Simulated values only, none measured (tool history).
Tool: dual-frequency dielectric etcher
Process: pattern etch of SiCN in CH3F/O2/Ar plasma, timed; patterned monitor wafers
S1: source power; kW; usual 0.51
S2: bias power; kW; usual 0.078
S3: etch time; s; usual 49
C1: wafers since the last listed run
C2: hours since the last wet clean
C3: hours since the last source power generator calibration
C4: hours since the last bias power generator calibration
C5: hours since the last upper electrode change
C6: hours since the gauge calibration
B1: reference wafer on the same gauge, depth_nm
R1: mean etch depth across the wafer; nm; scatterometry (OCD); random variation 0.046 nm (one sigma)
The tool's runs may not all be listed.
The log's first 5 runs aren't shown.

| run | day | S1 | S2 | S3 | C1 | C2 | C3 | C4 | C5 | C6 | B1 | R1 |
|---|---|---|---|---|---|---|---|---|---|---|---|---|
| 6 | 2.825 | 0.51 | 0.078 | 49 | 173 | 511.5 | 4116.6 | 22.7 | 5706.7 | 480.3 | 16.49 | 19.99 |
| 7 | 3.562 | 0.51 | 0.078 | 49 | 182 | 529.2 | 4134.3 | 40.4 | 5724.4 | 498 | 16.5 | 20 |
|  | 5.229 | gauge calibrated |
| 8 | 5.358 | 0.51 | 0.078 | 49 | 444 | 572.3 | 4177.4 | 83.5 | 5767.5 | 3.1 | 16.48 | 20.03 |
| 9 | 5.725 | 0.51 | 0.078 | 49 | 90 | 581.1 | 4186.2 | 92.3 | 5776.3 | 11.9 | 16.51 | 19.91 |
|  | 6.983 | wet clean of the chamber |
|  | 7.217 | upper electrode replaced |
| 10 | 7.238 | 0.51 | 0.078 | 49 | 68 | 6.1 | 4222.5 | 128.6 | 0.5 | 48.2 | 16.51 | 19.96 |
| 11 | 7.25 | 0.51 | 0.078 | 49 | 3 | 6.4 | 4222.8 | 128.9 | 0.8 | 48.5 | 16.49 | 20.01 |
| 12 | 7.267 | 0.51 | 0.093 | 49 | 4 | 6.8 | 4223.2 | 129.3 | 1.2 | 48.9 | 16.51 | 21.1 |
| 13 | 7.383 | 0.51 | 0.078 | 49 | 28 | 9.6 | 4226 | 132.1 | 4 | 51.7 | 16.48 | 19.92 |
| 14 | 7.796 | 0.51 | 0.078 | 49 | 102 | 19.5 | 4235.9 | 142 | 13.9 | 61.6 | 16.5 | 19.92 |
| 15 | 8.092 | 0.39 | 0.09 | 49 | 73 | 26.6 | 4243 | 149.1 | 21 | 68.7 | 16.49 | 19.43 |
|  | 8.346 | source power generator calibrated |
| 16 | 8.762 | 0.51 | 0.078 | 39.5 | 124 | 42.7 | 10 | 165.2 | 37.1 | 84.8 | 16.5 | 16.19 |
| 17 | 9.404 | 0.64 | 0.095 | 49 | 158 | 58.1 | 25.4 | 180.6 | 52.5 | 100.2 | 16.52 | 22.85 |
| 18 | 9.671 | 0.55 | 0.078 | 40 | 65 | 64.5 | 31.8 | 187 | 58.9 | 106.6 | 16.51 | 16.62 |
| 19 | 10.2 | 0.51 | 0.078 | 45 | 130 | 77.2 | 44.5 | 199.7 | 71.6 | 119.3 | 16.51 | 18.43 |
| 20 | 10.458 | 0.45 | 0.069 | 61.5 | 63 | 83.4 | 50.7 | 205.9 | 77.8 | 125.5 | 16.5 | 23.24 |
| 21 | 10.85 | 0.51 | 0.078 | 49 | 96 | 92.8 | 60.1 | 215.3 | 87.2 | 134.9 | 16.5 | 19.95 |
| 22 | 11.375 | 0.51 | 0.078 | 49 | 129 | 105.4 | 72.7 | 227.9 | 99.8 | 147.5 | 16.49 | 19.99 |
| 23 | 11.929 | 0.39 | 0.088 | 49 | 137 | 118.7 | 86 | 241.2 | 113.1 | 160.8 | 16.49 | 19.4 |
| 24 | 12.5 | 0.42 | 0.083 | 49 | 141 | 132.4 | 99.7 | 254.9 | 126.8 | 174.5 | 16.5 | 19.39 |
| 25 | 12.95 | 0.51 | 0.078 | 49 | 111 | 143.2 | 110.5 | 265.7 | 137.6 | 185.3 | 16.52 | 20 |
| 26 | 13.579 | 0.51 | 0.078 | 49 | 155 | 158.3 | 125.6 | 280.8 | 152.7 | 200.4 | 16.49 | 19.89 |
| 27 | 15.488 | 0.51 | 0.078 | 49 | 472 | 204.1 | 171.4 | 326.6 | 198.5 | 246.2 | 16.49 | 19.96 |
| 28 | 16.104 | 0.61 | 0.084 | 37.5 | 152 | 218.9 | 186.2 | 341.4 | 213.3 | 261 | 16.5 | 16.52 |
| 29 | 16.358 | 0.45 | 0.061 | 37.5 | 62 | 225 | 192.3 | 347.5 | 219.4 | 267.1 | 16.51 | 13.68 |
| 30 | 16.942 | 0.51 | 0.078 | 49 | 144 | 239 | 206.3 | 361.5 | 233.4 | 281.1 | 16.49 | 19.99 |

4 ways to go on from here, each from the tool as it stands after run 30. What would each give?
| A | 16.958 | 0.51 | 0.078 | 49 | 4 | 239.4 | 206.7 | 361.9 | 233.8 | 281.5 | ? | ? |
| B | 16.958 | 0.55 | 0.06 | 49 | 4 | 239.4 | 206.7 | 361.9 | 233.8 | 281.5 | ? | ? |
| C | 16.958 | 0.55 | 0.096 | 49 | 4 | 239.4 | 206.7 | 361.9 | 233.8 | 281.5 | ? | ? |
| D | 16.958 | 0.51 | 0.065 | 61 | 4 | 239.4 | 206.7 | 361.9 | 233.8 | 281.5 | ? | ? |

| run | B1 | R1 |
|---|---|---|
| A | 16.5 | 19.91 |
| B | 16.5 | 18.71 |
| C | 16.5 | 21.81 |
| D | 16.5 | 23.38 |
Without the tool's hidden state the same runs would have given:
| run | R1 |
|---|---|
| A | 19.91 |
| B | 18.71 |
| C | 21.81 |
| D | 23.38 |

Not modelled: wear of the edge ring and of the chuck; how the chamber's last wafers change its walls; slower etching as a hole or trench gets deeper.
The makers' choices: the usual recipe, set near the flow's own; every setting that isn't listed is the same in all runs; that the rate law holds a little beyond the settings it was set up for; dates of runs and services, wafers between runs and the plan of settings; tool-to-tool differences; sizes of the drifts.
